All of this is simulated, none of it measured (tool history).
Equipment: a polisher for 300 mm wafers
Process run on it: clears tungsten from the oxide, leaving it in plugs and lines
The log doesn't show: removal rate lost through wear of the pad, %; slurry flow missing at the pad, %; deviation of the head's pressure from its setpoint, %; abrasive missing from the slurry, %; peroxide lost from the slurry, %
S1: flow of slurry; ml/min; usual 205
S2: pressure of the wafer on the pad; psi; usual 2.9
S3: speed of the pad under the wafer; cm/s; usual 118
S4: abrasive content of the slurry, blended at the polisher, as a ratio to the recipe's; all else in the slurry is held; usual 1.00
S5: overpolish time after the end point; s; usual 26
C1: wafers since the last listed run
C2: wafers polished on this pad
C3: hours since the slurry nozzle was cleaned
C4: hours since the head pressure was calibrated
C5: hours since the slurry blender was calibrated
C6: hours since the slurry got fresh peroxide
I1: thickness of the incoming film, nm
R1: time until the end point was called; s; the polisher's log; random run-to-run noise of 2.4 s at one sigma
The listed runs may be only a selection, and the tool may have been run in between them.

{"run": 1, "hour": 0.0, "S1": 205, "S2": 3.3, "S3": 118, "S4": 1.0, "S5": 26, "C1": 0, "C2": 758, "C3": 106.5, "C4": 304.7, "C5": 349.2, "C6": 280.1, "I1": 576.0, "R1": 107.9}
{"hour": 10.0, "done": "slurry blender recalibrated"}
{"run": 2, "hour": 43.4, "S1": 205, "S2": 3.3, "S3": 118, "S4": 1.0, "S5": 26, "C1": 217, "C2": 976, "C3": 149.9, "C4": 348.1, "C5": 33.4, "C6": 323.5, "I1": 561.4, "R1": 103.8}
{"hour": 75.8, "done": "slurry tank refilled with fresh slurry and peroxide"}
{"hour": 145.1, "done": "worn pad replaced by a new one"}
{"hour": 230.2, "done": "slurry nozzle cleaned"}
{"run": 3, "hour": 286.8, "S1": 205, "S2": 3.3, "S3": 118, "S4": 1.0, "S5": 26, "C1": 1249, "C2": 740, "C3": 56.6, "C4": 591.5, "C5": 276.8, "C6": 211.0, "I1": 569.2, "R1": 105.2}
{"hour": 300.2, "done": "slurry blender recalibrated"}
{"run": 4, "hour": 330.3, "S1": 205, "S2": 2.9, "S3": 118, "S4": 1.0, "S5": 26, "C1": 218, "C2": 959, "C3": 100.1, "C4": 635.0, "C5": 30.1, "C6": 254.5, "I1": 575.0, "R1": 118.5}
{"hour": 350.9, "done": "slurry tank refilled with fresh slurry and peroxide"}
{"run": 5, "hour": 378.2, "S1": 205, "S2": 2.9, "S3": 118, "S4": 1.0, "S5": 26, "C1": 246, "C2": 1206, "C3": 148.0, "C4": 682.9, "C5": 78.0, "C6": 27.3, "I1": 563.4, "R1": 117.5}
{"run": 6, "hour": 427.1, "S1": 205, "S2": 2.9, "S3": 118, "S4": 1.0, "S5": 26, "C1": 257, "C2": 1463, "C3": 196.9, "C4": 731.8, "C5": 126.9, "C6": 76.2, "I1": 575.1, "R1": 123.6}
{"run": 7, "hour": 476.4, "S1": 205, "S2": 2.9, "S3": 118, "S4": 1.0, "S5": 26, "C1": 259, "C2": 1723, "C3": 246.2, "C4": 781.1, "C5": 176.2, "C6": 125.5, "I1": 566.9, "R1": 121.4}
{"hour": 514.1, "done": "worn pad replaced by a new one"}
{"run": 8, "hour": 523.9, "S1": 205, "S2": 2.9, "S3": 118, "S4": 1.0, "S5": 26, "C1": 229, "C2": 51, "C3": 293.7, "C4": 828.6, "C5": 223.7, "C6": 173.0, "I1": 573.4, "R1": 118.5}
{"hour": 564.9, "done": "slurry nozzle cleaned"}
{"hour": 582.5, "done": "slurry blender recalibrated"}
{"run": 9, "hour": 620.9, "S1": 205, "S2": 2.9, "S3": 118, "S4": 1.0, "S5": 26, "C1": 494, "C2": 546, "C3": 56.0, "C4": 925.6, "C5": 38.4, "C6": 270.0, "I1": 566.7, "R1": 119.4}
{"run": 10, "hour": 706.1, "S1": 205, "S2": 2.9, "S3": 118, "S4": 1.0, "S5": 26, "C1": 448, "C2": 995, "C3": 141.2, "C4": 1010.8, "C5": 123.6, "C6": 355.2, "I1": 572.0, "R1": 124.2}
{"hour": 709.6, "done": "slurry tank refilled with fresh slurry and peroxide"}
{"run": 11, "hour": 808.8, "S1": 205, "S2": 2.9, "S3": 118, "S4": 1.0, "S5": 26, "C1": 535, "C2": 1530, "C3": 243.9, "C4": 1113.5, "C5": 226.3, "C6": 99.2, "I1": 562.9, "R1": 116.0}
{"hour": 811.9, "done": "head pressure recalibrated"}
{"hour": 824.6, "done": "worn pad replaced by a new one"}
{"run": 12, "hour": 853.5, "S1": 205, "S2": 2.9, "S3": 118, "S4": 0.85, "S5": 26, "C1": 203, "C2": 152, "C3": 288.6, "C4": 41.6, "C5": 271.0, "C6": 143.9, "I1": 565.4, "R1": 122.5}
{"hour": 883.5, "done": "slurry nozzle cleaned"}
{"hour": 910.6, "done": "slurry blender recalibrated"}
{"run": 13, "hour": 960.1, "S1": 205, "S2": 3.3, "S3": 118, "S4": 1.0, "S5": 26, "C1": 545, "C2": 697, "C3": 76.6, "C4": 148.2, "C5": 49.5, "C6": 250.5, "I1": 573.9, "R1": 107.8}
{"hour": 1009.0, "done": "slurry tank refilled with fresh slurry and peroxide"}
{"run": 14, "hour": 1009.5, "S1": 205, "S2": 3.3, "S3": 118, "S4": 1.0, "S5": 26, "C1": 254, "C2": 952, "C3": 126.0, "C4": 197.6, "C5": 98.9, "C6": 0.5, "I1": 569.9, "R1": 106.0}
{"run": 15, "hour": 1058.1, "S1": 265, "S2": 2.9, "S3": 118, "S4": 1.2, "S5": 26, "C1": 255, "C2": 1208, "C3": 174.6, "C4": 246.2, "C5": 147.5, "C6": 49.1, "I1": 570.4, "R1": 115.1}
{"run": 16, "hour": 1118.9, "S1": 205, "S2": 3.2, "S3": 118, "S4": 1.0, "S5": 26, "C1": 320, "C2": 1528, "C3": 235.4, "C4": 307.0, "C5": 208.3, "C6": 109.9, "I1": 567.4, "R1": 107.9}
{"hour": 1165.8, "done": "worn pad replaced by a new one"}
{"run": 17, "hour": 1170.2, "S1": 205, "S2": 2.9, "S3": 118, "S4": 1.0, "S5": 33, "C1": 249, "C2": 23, "C3": 286.7, "C4": 358.3, "C5": 259.6, "C6": 161.2, "I1": 571.3, "R1": 117.2}
{"hour": 1240.4, "done": "slurry nozzle cleaned"}
{"run": 18, "hour": 1245.4, "S1": 205, "S2": 2.9, "S3": 146, "S4": 1.0, "S5": 26, "C1": 390, "C2": 413, "C3": 5.0, "C4": 433.5, "C5": 334.8, "C6": 236.4, "I1": 579.8, "R1": 102.9}
{"hour": 1247.7, "done": "slurry blender recalibrated"}
{"run": 19, "hour": 1305.9, "S1": 225, "S2": 2.3, "S3": 118, "S4": 0.9, "S5": 26, "C1": 307, "C2": 721, "C3": 65.5, "C4": 494.0, "C5": 58.2, "C6": 296.9, "I1": 572.7, "R1": 154.2}
{"hour": 1343.4, "done": "slurry tank refilled with fresh slurry and peroxide"}
{"run": 20, "hour": 1397.2, "S1": 145, "S2": 2.5, "S3": 118, "S4": 1.15, "S5": 16, "C1": 475, "C2": 1197, "C3": 156.8, "C4": 585.3, "C5": 149.5, "C6": 53.8, "I1": 568.6, "R1": 142.9}
{"hour": 1439.1, "done": "worn pad replaced by a new one"}
{"run": 21, "hour": 1468.0, "S1": 145, "S2": 2.1, "S3": 130, "S4": 1.0, "S5": 20, "C1": 351, "C2": 151, "C3": 227.6, "C4": 656.1, "C5": 220.3, "C6": 124.6, "I1": 575.5, "R1": 156.7}

Run 22 has not been measured yet. What should we expect?
{"hour": 1526.9, "done": "slurry blender recalibrated"}
{"run": 22, "hour": 1559.3, "S1": 140, "S2": 2.9, "S3": 118, "S4": 1.0, "S5": 26, "C1": 470, "C2": 622, "C3": 318.9, "C4": 747.4, "C5": 32.4, "C6": 215.9, "I1": 564.7, "R1": "?"}

Run 22 came out at R1 129.9 s.
Were there no unlogged condition in the tool, this run, its random variation unchanged, would have produced R1 129.9 s.
